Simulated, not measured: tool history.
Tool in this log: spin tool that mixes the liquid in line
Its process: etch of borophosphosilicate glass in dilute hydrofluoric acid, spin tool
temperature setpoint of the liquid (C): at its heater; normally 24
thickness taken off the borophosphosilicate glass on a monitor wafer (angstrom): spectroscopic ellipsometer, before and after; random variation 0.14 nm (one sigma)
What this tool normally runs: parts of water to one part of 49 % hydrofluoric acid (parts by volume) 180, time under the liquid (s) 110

run,hour,temperature setpoint of the liquid (C),parts of water to one part of 49 % hydrofluoric acid (parts by volume),time under the liquid (s),wafers since the last listed run,hours since the thermometer was replaced,hours since the hydrofluoric acid flow meter was replaced,hours since the gauge calibration,"read-back film thickness of the borophosphosilicate glass reference wafer, read on the same gauge (nm)",thickness taken off the borophosphosilicate glass on a monitor wafer (angstrom)
1,0,24,180,110,0,368.8,779.9,386.2,109.99,287.9
2,7.1,24,180,110,47,375.9,787,393.3,110,288
3,13.6,24,180,110,43,382.4,793.5,399.8,110.04,289.3
# hour 13.9: gauge calibrated
4,24.1,24,180,110,70,392.9,804,10.2,110.01,289.4
# hour 27.7: hydrofluoric acid flow meter replaced
5,46.5,24,180,110,143,415.3,18.8,32.6,110.04,287.7
6,60.4,24,180,110,93,429.2,32.7,46.5,110.01,287.5
7,77.8,25.5,180,110,117,446.6,50.1,63.9,109.98,306.5
# hour 84.5: thermometer replaced
8,125.2,25.5,180,110,312,40.7,97.5,111.3,110,304.9
9,132,24,95,110,45,47.5,104.3,118.1,109.98,604.4
10,142.3,29,180,150,69,57.8,114.6,128.4,110.03,471.1
11,148.4,21,90,130,41,63.9,120.7,134.5,110.01,676.1
12,160.4,28,180,175,80,75.9,132.7,146.5,109.96,533.1
13,172.9,24,265,110,84,88.4,145.2,159,109.99,178.9
14,183.3,28.5,180,135,69,98.8,155.6,169.4,109.98,416.7
15,190.7,24,180,110,49,106.2,163,176.8,110.03,287.5
16,234.5,24,180,155,294,150,206.8,220.6,110.01,407.8
17,250.9,24,180,110,110,166.4,223.2,237,109.96,287.7
18,265.6,29,180,150,98,181.1,237.9,251.7,110.03,473.7
19,275.7,26,155,150,67,191.2,248,261.8,110.01,507.8
20,282.1,22.5,180,135,43,197.6,254.4,268.2,110,334.9
21,299.6,24,180,140,117,215.1,271.9,285.7,109.98,369.9
22,306.8,24,100,145,48,222.3,279.1,292.9,110.03,751.5
23,324.7,24,180,110,120,240.2,297,310.8,110,292.2
24,330.7,24,155,70,40,246.2,303,316.8,109.99,218.1
25,344.8,22.5,240,160,94,260.3,317.1,330.9,109.99,279.7
26,359.7,24,225,165,100,275.2,332,345.8,109.98,328.7
27,367.5,24,115,110,52,283,339.8,353.6,110.02,486
28,375.1,24,180,70,51,290.6,347.4,361.2,110.02,184.1
29,389.8,27.5,180,90,98,305.3,362.1,375.9,109.98,270
# hour 403.4: gauge calibrated
30,407,24,145,110,115,322.5,379.3,3.6,110.01,373.7
31,420.4,26.5,180,110,90,335.9,392.7,17,110.01,317.2

5 options for the next run, each taken on its own from the tool as it stands now. Forecast them:
A,420.8,24,100,110,2,336.3,393.1,17.4,?,?
B,420.8,24,180,85,2,336.3,393.1,17.4,?,?
C,420.8,24,225,110,2,336.3,393.1,17.4,?,?
D,420.8,29,180,85,2,336.3,393.1,17.4,?,?
E,420.8,28.5,210,110,2,336.3,393.1,17.4,?,?

run,"read-back film thickness of the borophosphosilicate glass reference wafer, read on the same gauge (nm)",thickness taken off the borophosphosilicate glass on a monitor wafer (angstrom)
A,110.04,568.8
B,110.04,222.5
C,110.04,219.5
D,110.04,267
E,110.04,280.7
What these runs would have given with no unlogged condition in the tool:
run,thickness taken off the borophosphosilicate glass on a monitor wafer (angstrom)
A,568.8
B,222.5
C,219.5
D,267
E,280.7

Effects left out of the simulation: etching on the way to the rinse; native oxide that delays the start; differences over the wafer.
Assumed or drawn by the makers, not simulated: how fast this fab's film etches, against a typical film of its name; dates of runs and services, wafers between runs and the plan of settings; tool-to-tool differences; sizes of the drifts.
